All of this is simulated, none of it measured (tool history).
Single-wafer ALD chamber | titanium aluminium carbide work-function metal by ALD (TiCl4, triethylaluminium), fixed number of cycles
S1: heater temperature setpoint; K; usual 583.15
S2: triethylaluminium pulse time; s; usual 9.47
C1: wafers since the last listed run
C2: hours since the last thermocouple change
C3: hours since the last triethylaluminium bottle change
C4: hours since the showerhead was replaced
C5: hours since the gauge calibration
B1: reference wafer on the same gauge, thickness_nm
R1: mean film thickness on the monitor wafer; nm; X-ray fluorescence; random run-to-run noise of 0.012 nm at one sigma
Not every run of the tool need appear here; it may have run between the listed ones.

run	hour	S1	S2	C1	C2	C3	C4	C5	B1	R1
1	0	583.15	9.47	0	432.4	583.3	3503.1	1130.6	2.663	2.378
2	84	583.15	9.47	781	516.4	667.3	3587.1	1214.6	2.66	2.375
3	120.3	583.15	9.47	337	552.7	703.6	3623.4	1250.9	2.663	2.399
4	227	583.15	9.47	992	659.4	810.3	3730.1	1357.6	2.663	2.396
5	321	583.15	9.47	874	753.4	904.3	3824.1	1451.6	2.662	2.4
6	391.2	583.15	9.47	652	823.6	974.5	3894.3	1521.8	2.661	2.392
7	438.3	583.15	9.47	438	870.7	1021.6	3941.4	1568.9	2.663	2.394
# hour 449.6: triethylaluminium bottle replaced
8	661.7	583.15	9.47	2003	1094.1	212.1	4164.8	1792.3	2.66	2.396
9	724.4	583.15	9.47	583	1156.8	274.8	4227.5	1855	2.661	2.388
10	762.6	583.15	9.47	355	1195	313	4265.7	1893.2	2.658	2.404
11	808.6	583.15	9.47	427	1241	359	4311.7	1939.2	2.661	2.374
12	862.2	589.15	9.47	498	1294.6	412.6	4365.3	1992.8	2.661	2.459
13	918.3	589.15	9.47	521	1350.7	468.7	4421.4	2048.9	2.657	2.449
14	1000.2	589.15	9.47	761	1432.6	550.6	4503.3	2130.8	2.663	2.456
15	1072.5	583.15	9.47	672	1504.9	622.9	4575.6	2203.1	2.658	2.389
16	1177.6	597.15	12.09	977	1610	728	4680.7	2308.2	2.665	2.567
17	1229.8	583.15	12.94	485	1662.2	780.2	4732.9	2360.4	2.66	2.46
18	1324.2	598.15	7.94	877	1756.6	874.6	4827.3	2454.8	2.664	2.475
19	1362.1	578.15	6.09	352	1794.5	912.5	4865.2	2492.7	2.661	2.159
# hour 1410.6: thermocouple changed; heater temperature recalibrated
20	1469.8	583.15	7.14	927	59.2	1020.2	4972.9	2600.4	2.663	2.283
# hour 1514.2: showerhead replaced
# hour 1517.1: gauge calibrated
21	1554.5	589.15	11.28	713	143.9	1104.9	40.3	37.4	2.661	2.486
22	1646.9	596.15	10.44	859	236.3	1197.3	132.7	129.8	2.659	2.547
23	1709.4	594.15	5.97	581	298.8	1259.8	195.2	192.3	2.659	2.267
24	1789.2	572.15	12.18	742	378.6	1339.6	275	272.1	2.658	2.341
# hour 1830.1: triethylaluminium bottle replaced
25	1877.2	574.15	11.85	743	466.6	47.1	363	360.1	2.659	2.341
26	1936.7	589.15	9.47	553	526.1	106.6	422.5	419.6	2.658	2.442
27	2024.4	583.15	9.47	815	613.8	194.3	510.2	507.3	2.658	2.411
28	2127.3	583.15	7.84	956	716.7	297.2	613.1	610.2	2.66	2.321
29	2226.4	569.15	7.68	921	815.8	396.3	712.2	709.3	2.661	2.184
30	2320.7	583.15	9.47	876	910.1	490.6	806.5	803.6	2.658	2.394
31	2372.6	572.15	13.14	482	962	542.5	858.4	855.5	2.664	2.353
32	2453.6	576.15	6.25	753	1043	623.5	939.4	936.5	2.661	2.165

Each row is a separate what-if for the run after 32, all from the same tool condition, not one after another. Results?
A	2454	594.15	9.47	3	1043.4	623.9	939.8	936.9	?	?
B	2454	587.15	9.47	3	1043.4	623.9	939.8	936.9	?	?
C	2454	590.15	9.47	3	1043.4	623.9	939.8	936.9	?	?
D	2454	569.15	11.92	3	1043.4	623.9	939.8	936.9	?	?
E	2454	574.15	7.12	3	1043.4	623.9	939.8	936.9	?	?

run	B1	R1
A	2.656	2.5
B	2.656	2.433
C	2.656	2.461
D	2.656	2.31
E	2.656	2.202
Stripped of hidden state, with their random variation kept, the same runs would have yielded:
run	R1
A	2.5
B	2.433
C	2.461
D	2.31
E	2.202

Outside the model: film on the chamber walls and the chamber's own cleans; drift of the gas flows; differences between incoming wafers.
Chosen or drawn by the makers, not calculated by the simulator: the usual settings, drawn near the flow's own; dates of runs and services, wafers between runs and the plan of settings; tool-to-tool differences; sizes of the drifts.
